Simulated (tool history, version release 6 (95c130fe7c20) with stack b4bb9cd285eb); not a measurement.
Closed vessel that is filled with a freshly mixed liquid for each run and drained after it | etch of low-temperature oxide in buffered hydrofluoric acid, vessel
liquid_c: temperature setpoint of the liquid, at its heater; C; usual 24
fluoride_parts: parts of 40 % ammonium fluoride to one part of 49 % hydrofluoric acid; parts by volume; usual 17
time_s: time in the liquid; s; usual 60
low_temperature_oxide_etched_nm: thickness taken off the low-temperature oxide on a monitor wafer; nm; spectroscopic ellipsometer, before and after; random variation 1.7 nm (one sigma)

| run | hour | liquid_c | fluoride_parts | time_s | wafers since the last listed run | hours since the thermometer was replaced | hours since the hydrofluoric acid flow meter was replaced | hours since the gauge calibration | read-back film thickness of the low-temperature oxide reference wafer, read on the same gauge (nm) | low_temperature_oxide_etched_nm |
|---|---|---|---|---|---|---|---|---|---|---|
| 1 | 0 | 24 | 19 | 50 | 0 | 69 | 529.1 | 1480.3 | 129.99 | 136.27 |
| 2 | 42.4 | 24 | 19 | 50 | 4614 | 111.4 | 571.5 | 1522.7 | 130 | 133.03 |
| 3 | 128 | 24 | 17 | 60 | 9315 | 197 | 657.1 | 1608.3 | 130 | 180.03 |
| 4 | 218.8 | 24 | 11.5 | 60 | 9881 | 287.8 | 747.9 | 1699.1 | 129.99 | 260.24 |
| 5 | 292 | 24 | 17 | 60 | 7966 | 361 | 821.1 | 1772.3 | 130 | 179.71 |
| 6 | 332.2 | 24 | 17 | 60 | 4374 | 401.2 | 861.3 | 1812.5 | 129.99 | 178.23 |
| 7 | 594.2 | 24 | 17 | 60 | 28513 | 663.2 | 1123.3 | 2074.5 | 130.03 | 180.13 |
| 8 | 689.5 | 24 | 17 | 60 | 10371 | 758.5 | 1218.6 | 2169.8 | 129.97 | 178.91 |
| 9 | 733.5 | 24 | 17 | 60 | 4788 | 802.5 | 1262.6 | 2213.8 | 130.01 | 181.65 |
| 10 | 811.4 | 24 | 17 | 60 | 8477 | 880.4 | 1340.5 | 2291.7 | 130.03 | 179.57 |
| 11 | 909.2 | 24 | 17 | 60 | 10643 | 978.2 | 1438.3 | 2389.5 | 130.03 | 181.19 |
| 12 | 977.1 | 24 | 17 | 60 | 7389 | 1046.1 | 1506.2 | 2457.4 | 130 | 177.94 |
| 13 | 1064.6 | 24 | 15.5 | 60 | 9522 | 1133.6 | 1593.7 | 2544.9 | 129.99 | 198.14 |
| 14 | 1110.2 | 26 | 11.5 | 90 | 4962 | 1179.2 | 1639.3 | 2590.5 | 130 | 439.65 |
| 15 | 1151.5 | 24 | 21 | 60 | 4494 | 1220.5 | 1680.6 | 2631.8 | 130 | 147.02 |
| 16 | 1204.7 | 28.5 | 23.5 | 60 | 5789 | 1273.7 | 1733.8 | 2685 | 130.01 | 178.3 |
|  | 1271.6 | thermometer replaced |
| 17 | 1299 | 24 | 10.5 | 75 | 10153 | 27.4 | 1828.1 | 2779.3 | 130.04 | 361.54 |
| 18 | 1430.2 | 21 | 10.5 | 60 | 14278 | 158.6 | 1959.3 | 2910.5 | 129.96 | 246.4 |
|  | 1507.6 | hydrofluoric acid flow meter replaced |
| 19 | 1513.1 | 24 | 17 | 90 | 8913 | 241.5 | 5.5 | 2993.4 | 129.96 | 274.29 |
| 20 | 1570.1 | 24 | 17 | 30 | 6203 | 298.5 | 62.5 | 3050.4 | 130.01 | 90.73 |
| 21 | 1672.7 | 25.5 | 12 | 40 | 11165 | 401.1 | 165.1 | 3153 | 130.01 | 182.74 |
| 22 | 1715.1 | 24 | 17 | 80 | 4614 | 443.5 | 207.5 | 3195.4 | 130.02 | 244.35 |
| 23 | 1769.8 | 19.5 | 10.5 | 75 | 5952 | 498.2 | 262.2 | 3250.1 | 130.03 | 278.05 |
|  | 1793.1 | gauge calibrated |
| 24 | 1828.7 | 21 | 10.5 | 60 | 6410 | 557.1 | 321.1 | 35.6 | 130 | 245.24 |
| 25 | 1934.5 | 24 | 17 | 85 | 11514 | 662.9 | 426.9 | 141.4 | 129.99 | 259.08 |
| 26 | 2020.4 | 24 | 17 | 60 | 9348 | 748.8 | 512.8 | 227.3 | 130.02 | 181.15 |
| 27 | 2065.6 | 22 | 17 | 60 | 4919 | 794 | 558 | 272.5 | 129.98 | 160.57 |
| 28 | 2111.1 | 24 | 17 | 60 | 4951 | 839.5 | 603.5 | 318 | 130.01 | 181.49 |
| 29 | 2204.4 | 24 | 20.5 | 60 | 10153 | 932.8 | 696.8 | 411.3 | 129.99 | 149.1 |
| 30 | 2287.7 | 22 | 17 | 75 | 9065 | 1016.1 | 780.1 | 494.6 | 130.03 | 202.75 |
| 31 | 2382.5 | 21 | 20.5 | 40 | 10317 | 1110.9 | 874.9 | 589.4 | 130 | 86.39 |
| 32 | 2431.8 | 28 | 19.5 | 70 | 5365 | 1160.2 | 924.2 | 638.7 | 129.99 | 227.21 |

Forecast each of these 4 alternatives for the next run:
| A | 2432.5 | 24 | 17 | 60 | 76 | 1160.9 | 924.9 | 639.4 | ? | ? |
| B | 2432.5 | 21.5 | 13 | 60 | 76 | 1160.9 | 924.9 | 639.4 | ? | ? |
| C | 2432.5 | 22.5 | 19.5 | 35 | 76 | 1160.9 | 924.9 | 639.4 | ? | ? |
| D | 2432.5 | 24 | 23.5 | 60 | 76 | 1160.9 | 924.9 | 639.4 | ? | ? |

| run | read-back film thickness of the low-temperature oxide reference wafer, read on the same gauge (nm) | low_temperature_oxide_etched_nm |
|---|---|---|
| A | 130.02 | 181.87 |
| B | 130.02 | 206.28 |
| C | 130.02 | 85.33 |
| D | 130.02 | 138.67 |
Without the tool's hidden state the same runs would have given:
| run | low_temperature_oxide_etched_nm |
|---|---|
| A | 181.87 |
| B | 206.28 |
| C | 85.33 |
| D | 138.67 |

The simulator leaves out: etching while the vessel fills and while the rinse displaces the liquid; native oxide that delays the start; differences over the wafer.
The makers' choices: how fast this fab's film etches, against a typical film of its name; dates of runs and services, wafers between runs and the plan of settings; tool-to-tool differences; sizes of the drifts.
